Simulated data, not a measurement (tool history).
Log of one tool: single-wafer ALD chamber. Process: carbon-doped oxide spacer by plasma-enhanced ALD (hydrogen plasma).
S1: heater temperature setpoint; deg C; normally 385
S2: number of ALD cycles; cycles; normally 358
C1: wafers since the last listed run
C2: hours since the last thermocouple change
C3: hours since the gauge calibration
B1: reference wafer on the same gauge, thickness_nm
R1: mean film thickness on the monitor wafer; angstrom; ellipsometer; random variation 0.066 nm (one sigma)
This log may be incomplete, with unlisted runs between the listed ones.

run 1 hour=0 | S1=397 S2=358 | C1=0 C2=2113 C3=688.2 | B1=22.789 | R1=189.4
run 2 hour=94.8 | S1=397 S2=358 | C1=135 C2=2207.8 C3=783 | B1=22.8 | R1=190.01
run 3 hour=195.1 | S1=385 S2=377 | C1=143 C2=2308.1 C3=883.3 | B1=22.799 | R1=198.87
run 4 hour=248.1 | S1=385 S2=377 | C1=75 C2=2361.1 C3=936.3 | B1=22.803 | R1=200.32
run 5 hour=291.9 | S1=385 S2=358 | C1=62 C2=2404.9 C3=980.1 | B1=22.804 | R1=190.43
run 6 hour=393.4 | S1=385 S2=358 | C1=145 C2=2506.4 C3=1081.6 | B1=22.804 | R1=189.27
run 7 hour=451.1 | S1=385 S2=383 | C1=82 C2=2564.1 C3=1139.3 | B1=22.797 | R1=203.56
run 8 hour=553.6 | S1=385 S2=404 | C1=146 C2=2666.6 C3=1241.8 | B1=22.804 | R1=214.29
-- hour=597.7 gauge calibrated
run 9 hour=630.6 | S1=385 S2=358 | C1=110 C2=2743.6 C3=32.9 | B1=22.784 | R1=191.02

Expected results for the next run?
run 10 hour=675.1 | S1=370 S2=308 | C1=63 C2=2788.1 C3=77.4 | B1=? | R1=?

{"run 10": {"B1": 22.808, "R1": 163.82}}
Without the tool's hidden state the same run would have given R1 163.82 angstrom.
